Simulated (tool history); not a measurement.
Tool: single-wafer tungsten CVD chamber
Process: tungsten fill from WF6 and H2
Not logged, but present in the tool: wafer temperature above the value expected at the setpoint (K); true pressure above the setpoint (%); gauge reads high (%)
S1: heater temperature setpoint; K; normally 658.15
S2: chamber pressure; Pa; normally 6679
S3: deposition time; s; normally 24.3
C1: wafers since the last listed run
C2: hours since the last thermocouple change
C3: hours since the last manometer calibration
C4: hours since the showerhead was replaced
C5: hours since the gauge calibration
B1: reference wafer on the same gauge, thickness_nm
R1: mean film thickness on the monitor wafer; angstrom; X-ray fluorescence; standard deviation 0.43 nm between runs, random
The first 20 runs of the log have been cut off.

| run | hour | S1 | S2 | S3 | C1 | C2 | C3 | C4 | C5 | B1 | R1 |
|---|---|---|---|---|---|---|---|---|---|---|---|
|  | 598.3 | gauge calibrated |
| 21 | 625.9 | 665.15 | 6679 | 25.9 | 759 | 230.9 | 154.8 | 395.7 | 27.6 | 72.350 | 894.76 |
| 22 | 644.2 | 662.15 | 6679 | 24.3 | 476 | 249.2 | 173.1 | 414.0 | 45.9 | 72.480 | 797.57 |
| 23 | 668.8 | 673.15 | 8239 | 26.8 | 640 | 273.8 | 197.7 | 438.6 | 70.5 | 72.501 | 1219.30 |
| 24 | 688.0 | 672.15 | 6679 | 25.9 | 499 | 293.0 | 216.9 | 457.8 | 89.7 | 72.658 | 1057.91 |
| 25 | 701.2 | 658.15 | 6679 | 26.2 | 343 | 306.2 | 230.1 | 471.0 | 102.9 | 72.547 | 775.99 |
| 26 | 732.6 | 658.15 | 6679 | 24.3 | 817 | 337.6 | 261.5 | 502.4 | 134.3 | 72.334 | 725.30 |
| 27 | 766.8 | 658.15 | 8346 | 24.3 | 889 | 371.8 | 295.7 | 536.6 | 168.5 | 72.602 | 803.41 |
| 28 | 799.3 | 646.15 | 6679 | 24.3 | 845 | 404.3 | 328.2 | 569.1 | 201.0 | 72.496 | 546.88 |
| 29 | 821.5 | 652.15 | 5959 | 24.3 | 577 | 426.5 | 350.4 | 591.3 | 223.2 | 72.624 | 594.87 |
| 30 | 854.4 | 658.15 | 6679 | 24.3 | 856 | 459.4 | 383.3 | 624.2 | 256.1 | 72.681 | 725.64 |
| 31 | 889.9 | 672.15 | 8026 | 27.8 | 923 | 494.9 | 418.8 | 659.7 | 291.6 | 72.559 | 1237.81 |
| 32 | 920.9 | 667.15 | 5986 | 25.6 | 806 | 525.9 | 449.8 | 690.7 | 322.6 | 72.615 | 881.08 |
| 33 | 955.9 | 658.15 | 6679 | 24.3 | 910 | 560.9 | 484.8 | 725.7 | 357.6 | 72.643 | 726.71 |
| 34 | 972.6 | 669.15 | 7879 | 28.8 | 434 | 577.6 | 501.5 | 742.4 | 374.3 | 72.863 | 1183.28 |

4 options for the next run, each taken on its own from the tool as it stands now. Forecast them:
| A | 973.0 | 658.15 | 7666 | 24.3 | 10 | 578.0 | 501.9 | 742.8 | 374.7 | ? | ? |
| B | 973.0 | 663.15 | 7946 | 21.6 | 10 | 578.0 | 501.9 | 742.8 | 374.7 | ? | ? |
| C | 973.0 | 658.15 | 7213 | 25.6 | 10 | 578.0 | 501.9 | 742.8 | 374.7 | ? | ? |
| D | 973.0 | 663.15 | 6679 | 24.3 | 10 | 578.0 | 501.9 | 742.8 | 374.7 | ? | ? |

| run | B1 | R1 |
|---|---|---|
| A | 72.671 | 767.30 |
| B | 72.671 | 775.55 |
| C | 72.671 | 785.18 |
| D | 72.671 | 802.67 |
Take away the tool's hidden state, keep each run's random variation, and the runs would have read:
| run | R1 |
|---|---|
| A | 766.89 |
| B | 775.13 |
| C | 784.76 |
| D | 802.24 |
